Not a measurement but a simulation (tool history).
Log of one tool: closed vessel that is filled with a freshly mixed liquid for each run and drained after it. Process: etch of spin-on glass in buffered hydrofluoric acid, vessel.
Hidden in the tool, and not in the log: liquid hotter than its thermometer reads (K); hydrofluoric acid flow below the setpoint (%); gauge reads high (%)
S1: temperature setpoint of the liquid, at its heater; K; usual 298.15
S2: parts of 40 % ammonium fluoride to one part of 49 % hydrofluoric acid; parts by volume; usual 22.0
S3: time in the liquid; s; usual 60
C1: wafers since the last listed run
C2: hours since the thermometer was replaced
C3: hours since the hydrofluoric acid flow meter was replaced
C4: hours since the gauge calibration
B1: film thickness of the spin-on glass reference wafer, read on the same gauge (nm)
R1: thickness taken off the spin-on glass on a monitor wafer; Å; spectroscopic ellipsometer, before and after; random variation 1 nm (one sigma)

run 1 hour=0.0 | S1=298.15 S2=22.0 S3=60 | C1=0 C2=1437.8 C3=1108.4 C4=254.7 | B1=40.01 | R1=1356.2
run 2 hour=84.7 | S1=298.15 S2=15.0 S3=45 | C1=7206 C2=1522.5 C3=1193.1 C4=339.4 | B1=39.97 | R1=1444.4
run 3 hour=311.5 | S1=298.15 S2=15.0 S3=45 | C1=19296 C2=1749.3 C3=1419.9 C4=566.2 | B1=39.96 | R1=1445.7
run 4 hour=378.7 | S1=298.15 S2=15.0 S3=45 | C1=5717 C2=1816.5 C3=1487.1 C4=633.4 | B1=39.98 | R1=1408.9
run 5 hour=463.6 | S1=298.15 S2=28.5 S3=50 | C1=7223 C2=1901.4 C3=1572.0 C4=718.3 | B1=39.95 | R1=951.3
run 6 hour=549.7 | S1=297.15 S2=22.0 S3=60 | C1=7325 C2=1987.5 C3=1658.1 C4=804.4 | B1=40.04 | R1=1302.0
-- hour=608.6 hydrofluoric acid flow meter replaced
run 7 hour=636.3 | S1=298.15 S2=22.0 S3=60 | C1=7282 C2=2074.1 C3=27.7 C4=891.0 | B1=40.02 | R1=1445.2
run 8 hour=694.6 | S1=298.15 S2=22.0 S3=60 | C1=4960 C2=2132.4 C3=86.0 C4=949.3 | B1=40.03 | R1=1445.1
run 9 hour=740.1 | S1=298.15 S2=22.0 S3=60 | C1=3871 C2=2177.9 C3=131.5 C4=994.8 | B1=40.01 | R1=1447.6
run 10 hour=784.8 | S1=298.15 S2=15.5 S3=60 | C1=3803 C2=2222.6 C3=176.2 C4=1039.5 | B1=39.98 | R1=1954.6
-- hour=797.4 thermometer replaced
run 11 hour=849.1 | S1=298.15 S2=15.5 S3=60 | C1=5385 C2=51.7 C3=240.5 C4=1103.8 | B1=39.95 | R1=1830.3
run 12 hour=950.3 | S1=298.15 S2=22.0 S3=60 | C1=8610 C2=152.9 C3=341.7 C4=1205.0 | B1=39.96 | R1=1331.5
run 13 hour=1052.1 | S1=302.15 S2=22.0 S3=60 | C1=8661 C2=254.7 C3=443.5 C4=1306.8 | B1=39.99 | R1=1645.7
run 14 hour=1142.7 | S1=298.15 S2=17.0 S3=80 | C1=7708 C2=345.3 C3=534.1 C4=1397.4 | B1=40.01 | R1=2231.2
run 15 hour=1249.7 | S1=294.15 S2=22.0 S3=60 | C1=9103 C2=452.3 C3=641.1 C4=1504.4 | B1=39.98 | R1=1078.6
run 16 hour=1323.4 | S1=298.15 S2=22.0 S3=60 | C1=6270 C2=526.0 C3=714.8 C4=1578.1 | B1=40.05 | R1=1347.7
run 17 hour=1409.3 | S1=295.15 S2=16.0 S3=40 | C1=7308 C2=611.9 C3=800.7 C4=1664.0 | B1=40.00 | R1=999.1
run 18 hour=1477.1 | S1=298.15 S2=29.0 S3=60 | C1=5768 C2=679.7 C3=868.5 C4=1731.8 | B1=40.01 | R1=1113.3
-- hour=1517.2 gauge calibrated
run 19 hour=1524.2 | S1=298.15 S2=22.0 S3=60 | C1=4007 C2=726.8 C3=915.6 C4=7.0 | B1=40.00 | R1=1333.4
run 20 hour=1587.1 | S1=298.15 S2=22.0 S3=45 | C1=5351 C2=789.7 C3=978.5 C4=69.9 | B1=40.03 | R1=1002.2
run 21 hour=1655.5 | S1=300.65 S2=26.0 S3=75 | C1=5819 C2=858.1 C3=1046.9 C4=138.3 | B1=40.01 | R1=1704.0
run 22 hour=1740.9 | S1=293.65 S2=22.0 S3=35 | C1=7265 C2=943.5 C3=1132.3 C4=223.7 | B1=40.04 | R1=616.7
run 23 hour=1804.0 | S1=298.15 S2=22.0 S3=60 | C1=5368 C2=1006.6 C3=1195.4 C4=286.8 | B1=40.02 | R1=1337.5
run 24 hour=1879.0 | S1=298.15 S2=16.5 S3=60 | C1=6381 C2=1081.6 C3=1270.4 C4=361.8 | B1=40.04 | R1=1713.9
run 25 hour=1956.4 | S1=293.65 S2=22.0 S3=60 | C1=6585 C2=1159.0 C3=1347.8 C4=439.2 | B1=39.98 | R1=1052.9
run 26 hour=2001.2 | S1=302.65 S2=25.5 S3=60 | C1=3811 C2=1203.8 C3=1392.6 C4=484.0 | B1=40.03 | R1=1545.3
run 27 hour=2087.3 | S1=298.15 S2=22.0 S3=60 | C1=7325 C2=1289.9 C3=1478.7 C4=570.1 | B1=39.95 | R1=1350.9
run 28 hour=2159.6 | S1=298.15 S2=22.0 S3=60 | C1=6151 C2=1362.2 C3=1551.0 C4=642.4 | B1=39.99 | R1=1363.7
run 29 hour=2206.9 | S1=300.65 S2=15.5 S3=35 | C1=4024 C2=1409.5 C3=1598.3 C4=689.7 | B1=39.98 | R1=1194.9
run 30 hour=2269.5 | S1=298.15 S2=22.0 S3=60 | C1=5326 C2=1472.1 C3=1660.9 C4=752.3 | B1=39.98 | R1=1350.5

The next listed run, before its measurement:
run 31 hour=2356.3 | S1=298.15 S2=17.0 S3=80 | C1=7384 C2=1558.9 C3=1747.7 C4=839.1 | B1=? | R1=?

B1: 40.01
R1: 2233.7 Å
Without the tool's hidden state the same run would have given R1 2252.8 Å.
